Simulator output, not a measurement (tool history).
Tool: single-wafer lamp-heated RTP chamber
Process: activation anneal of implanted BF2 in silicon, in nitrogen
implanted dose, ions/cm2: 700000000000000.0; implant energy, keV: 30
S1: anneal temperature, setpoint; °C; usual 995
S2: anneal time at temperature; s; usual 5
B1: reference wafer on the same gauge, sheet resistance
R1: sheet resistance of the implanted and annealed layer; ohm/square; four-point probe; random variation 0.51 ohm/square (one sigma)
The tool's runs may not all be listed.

| run | hour | S1 | S2 | B1 | R1 |
|---|---|---|---|---|---|
| 1 | 0.0 | 995 | 5 | 166.93 | 179.53 |
| 2 | 45.3 | 995 | 5 | 167.12 | 177.88 |
|  | 134.7 | pyrometer window cleaned and pyrometer calibrated |
| 3 | 135.2 | 995 | 5 | 167.02 | 177.47 |
|  | 211.7 | reflector plate cleaned |
| 4 | 212.2 | 995 | 5 | 166.91 | 176.68 |
| 5 | 284.9 | 995 | 5 | 167.11 | 176.20 |
| 6 | 380.3 | 1019 | 5 | 167.14 | 169.02 |
| 7 | 444.1 | 1019 | 5 | 166.94 | 167.76 |
| 8 | 652.0 | 995 | 5 | 166.99 | 176.39 |
| 9 | 695.7 | 995 | 5 | 166.91 | 175.86 |
|  | 763.6 | pyrometer window cleaned and pyrometer calibrated |
| 10 | 771.3 | 995 | 4 | 167.09 | 177.19 |
| 11 | 810.0 | 995 | 4 | 166.91 | 176.26 |
| 12 | 862.7 | 995 | 4 | 166.82 | 177.16 |
|  | 867.2 | gauge calibrated |
| 13 | 959.1 | 995 | 5 | 166.97 | 174.55 |
| 14 | 1015.0 | 967 | 6 | 167.06 | 189.22 |
|  | 1064.6 | reflector plate cleaned, repeated, since the last time left the tool worse |
| 15 | 1086.6 | 995 | 5 | 166.81 | 179.19 |
| 16 | 1151.2 | 995 | 3 | 167.02 | 182.12 |
| 17 | 1251.1 | 995 | 5 | 167.01 | 179.74 |
| 18 | 1300.1 | 995 | 5 | 167.09 | 179.39 |
| 19 | 1362.4 | 984 | 4 | 167.07 | 187.03 |
|  | 1410.8 | pyrometer window cleaned and pyrometer calibrated |
| 20 | 1411.3 | 972 | 3 | 167.03 | 195.32 |
| 21 | 1481.0 | 970 | 5 | 166.88 | 194.78 |
| 22 | 1537.7 | 1023 | 5 | 166.77 | 168.13 |
| 23 | 1608.2 | 976 | 3 | 166.90 | 192.71 |
| 24 | 1691.1 | 995 | 7 | 167.13 | 176.56 |
|  | 1751.4 | reflector plate cleaned |
| 25 | 1795.0 | 995 | 8 | 167.03 | 177.49 |
| 26 | 2030.0 | 995 | 5 | 167.07 | 179.74 |
| 27 | 2070.5 | 976 | 3 | 167.07 | 192.27 |
| 28 | 2151.8 | 1006 | 4 | 167.04 | 176.16 |
|  | 2164.6 | pyrometer window cleaned and pyrometer calibrated |
| 29 | 2201.2 | 995 | 5 | 166.91 | 179.63 |
| 30 | 2282.8 | 980 | 7 | 166.78 | 184.19 |
| 31 | 2366.8 | 995 | 5 | 167.00 | 178.55 |
|  | 2391.8 | reflector plate cleaned |
| 32 | 2627.8 | 968 | 3 | 166.94 | 198.55 |
| 33 | 2724.6 | 966 | 5 | 167.00 | 197.34 |
| 34 | 2774.1 | 1016 | 5 | 167.00 | 170.29 |
|  | 2805.5 | pyrometer window cleaned and pyrometer calibrated |
| 35 | 2847.3 | 974 | 3 | 167.05 | 192.60 |

The tool's hidden state at each run:
true wafer temperature minus pyrometer reading, K: 0 in every run
gauge reads high (%): 0 in every run
H1: wafer temperature error from the tarnished reflector plate, K
| run | H1 |
|---|---|
| 1 | 1.93 |
| 2 | 2.21 |
| 3 | 2.83 |
| 4 | 6.19 |
| 5 | 6.22 |
| 6 | 6.36 |
| 7 | 6.51 |
| 8 | 7.35 |
| 9 | 7.59 |
| 10 | 8.06 |
| 11 | 8.33 |
| 12 | 8.73 |
| 13 | 9.53 |
| 14 | 10.1 |
| 15 | 0.14 |
| 16 | 0.182 |
| 17 | 0.345 |
| 18 | 0.469 |
| 19 | 0.668 |
| 20 | 0.856 |
| 21 | 1.17 |
| 22 | 1.48 |
| 23 | 1.91 |
| 24 | 2.49 |
| 25 | 0.151 |
| 26 | 0.605 |
| 27 | 0.75 |
| 28 | 1.1 |
| 29 | 1.35 |
| 30 | 1.83 |
| 31 | 2.41 |
| 32 | 0.49 |
| 33 | 0.819 |
| 34 | 1.03 |
| 35 | 1.4 |
